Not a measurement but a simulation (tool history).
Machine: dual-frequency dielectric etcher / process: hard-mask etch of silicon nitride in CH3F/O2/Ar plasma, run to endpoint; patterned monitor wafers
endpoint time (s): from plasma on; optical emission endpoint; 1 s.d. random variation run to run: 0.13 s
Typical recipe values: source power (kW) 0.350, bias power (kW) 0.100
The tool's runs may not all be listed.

run	hour	source power (kW)	bias power (kW)	incoming incoming film thickness, nm	endpoint time (s)
1	0.0	0.350	0.100	33.10	42.2
2	11.9	0.350	0.100	33.26	42.2
3	29.1	0.350	0.100	32.97	42.0
4	39.6	0.350	0.100	33.27	42.3
5	54.7	0.350	0.100	32.85	41.6
6	66.4	0.370	0.109	32.71	38.6
7	74.1	0.370	0.109	32.88	39.0
8	89.9	0.390	0.100	33.14	39.4
# hour 122.2: upper electrode replaced
9	136.5	0.390	0.100	33.15	39.3
10	146.3	0.350	0.100	33.00	41.6
11	158.0	0.350	0.100	32.88	41.3
# hour 169.3: bias power generator calibrated
12	169.8	0.350	0.086	32.85	43.6
13	176.3	0.350	0.086	32.99	44.0
14	190.0	0.350	0.086	32.92	43.8
15	198.1	0.350	0.100	33.08	41.2
# hour 225.8: wet clean of the chamber
16	226.3	0.350	0.100	32.56	42.6
17	226.6	0.310	0.117	32.79	43.3
18	227.0	0.350	0.100	32.61	42.6
19	271.4	0.300	0.115	33.01	44.6
# hour 281.7: source power generator calibrated
20	285.8	0.440	0.075	32.88	42.3
21	298.2	0.310	0.086	32.95	49.4
22	308.0	0.350	0.094	33.07	43.9
23	316.5	0.280	0.118	32.74	45.8
24	326.5	0.420	0.100	33.00	38.8
25	335.7	0.410	0.086	33.08	41.7
26	347.1	0.320	0.110	32.69	43.0
27	359.4	0.350	0.088	33.02	45.0
28	371.6	0.350	0.100	32.81	42.3
29	378.1	0.330	0.112	33.12	42.3
30	391.6	0.400	0.100	32.92	39.4
31	404.1	0.430	0.122	33.09	35.0
32	412.4	0.350	0.100	32.77	42.1
33	421.7	0.350	0.100	33.49	43.3
34	436.2	0.310	0.109	33.33	44.5
35	450.1	0.380	0.118	33.26	38.1

Forecast each of these 4 alternatives for the next run:
A	450.5	0.350	0.100	32.86	?
B	450.5	0.440	0.100	32.86	?
C	450.5	0.400	0.107	32.86	?
D	450.5	0.260	0.076	32.86	?

run	endpoint time (s)
A	42.0
B	36.9
C	37.8
D	57.3
Take away the tool's hidden state, keep each run's random variation, and the runs would have read:
run	endpoint time (s)
A	43.1
B	37.9
C	38.9
D	58.8
